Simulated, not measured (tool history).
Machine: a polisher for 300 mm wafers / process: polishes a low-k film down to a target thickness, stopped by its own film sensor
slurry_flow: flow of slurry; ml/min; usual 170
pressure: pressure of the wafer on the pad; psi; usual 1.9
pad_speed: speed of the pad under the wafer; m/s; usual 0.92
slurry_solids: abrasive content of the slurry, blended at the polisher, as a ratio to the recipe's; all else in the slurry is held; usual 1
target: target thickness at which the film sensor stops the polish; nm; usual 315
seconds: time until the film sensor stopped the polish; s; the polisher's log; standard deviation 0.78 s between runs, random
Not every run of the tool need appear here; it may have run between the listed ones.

run	day	slurry_flow	pressure	pad_speed	slurry_solids	target	incoming thickness of the incoming film, nm	seconds
1	0	125	1.9	1.14	1	315	336.4	54.9
2	1.238	125	1.9	1.14	1	315	337.6	57.7
3	3.171	125	1.9	1.14	1	315	335.7	53.5
4	4.229	170	1.9	0.92	1	315	342	80.3
# day 5.083: conditioning disc replaced and pad reconditioned
5	6.579	170	1.9	0.92	1	315	336.1	61.3
6	8.283	170	1.9	0.92	1	315	334.6	58.8
7	9.521	170	1.6	0.92	1	320	339.2	68.3
# day 10.442: slurry nozzle cleaned
8	12.196	195	1.9	1.06	1	312	340.7	75.9
# day 14.525: head pressure recalibrated
9	14.788	170	1.4	0.92	1	315	344.9	122.4
# day 15.817: slurry blender recalibrated
# day 17.158: worn pad replaced by a new one
10	17.488	145	2.3	0.92	1	315	343.2	62.7
11	20.183	170	1.9	0.74	0.75	315	342.2	105.1
12	22.817	170	1.7	1.24	1	315	343.1	71
13	24.079	170	2.6	0.74	1	318	339.2	52.3
14	26.1	170	1.9	0.92	1	309	339.1	87.7
# day 28.375: conditioning disc replaced and pad reconditioned
15	32.125	215	1.3	0.92	0.7	321	345.9	130.7
16	34.546	135	1.9	0.7	1.1	315	337.8	85.6
# day 34.733: head pressure recalibrated
17	37.196	170	1.9	0.92	1	315	339.4	74
# day 40.538: slurry blender recalibrated
# day 41.621: worn pad replaced by a new one
# day 42.708: slurry nozzle cleaned
18	44.692	170	1.9	0.92	1	311	335.5	68
# day 49.379: conditioning disc replaced and pad reconditioned
19	49.812	170	1.9	0.92	1	315	342.1	77.1
# day 56.367: head pressure recalibrated
20	57.825	170	1.9	0.92	1	315	335.8	61.6
21	58.942	170	2.6	1.08	0.85	319	334.9	33.6
22	61.008	170	1.9	0.92	1	315	340.9	77.7
# day 61.183: worn pad replaced by a new one
# day 61.308: slurry blender recalibrated
23	63.642	195	2.5	1.2	1	315	333.5	31.4
24	66.238	125	1.9	0.7	1	320	333.9	51.4
25	68.421	205	1.9	0.66	0.75	311	337.7	117.6
26	70.258	225	1.2	0.92	0.85	306	341	169.4

What would each run have given without the hidden state, its run-to-run variation left as it was?
Unlogged tool condition in this case: removal rate lost through wear of the pad, %; slurry flow missing at the pad, %; deviation of the head's pressure from its setpoint, %; abrasive missing from the slurry, %; time polished since the conditioner stopped cutting, s.
run	seconds
1	50.2
2	52.2
3	47.7
4	71.2
5	53.7
6	51.2
7	59.2
8	65.5
9	105.1
10	61.9
11	99.4
12	65.1
13	47.3
14	78.3
15	113.3
16	73.7
17	63.4
18	64.4
19	69.4
20	53.4
21	29
22	66.9
23	29.8
24	47.2
25	105.8
26	150.3
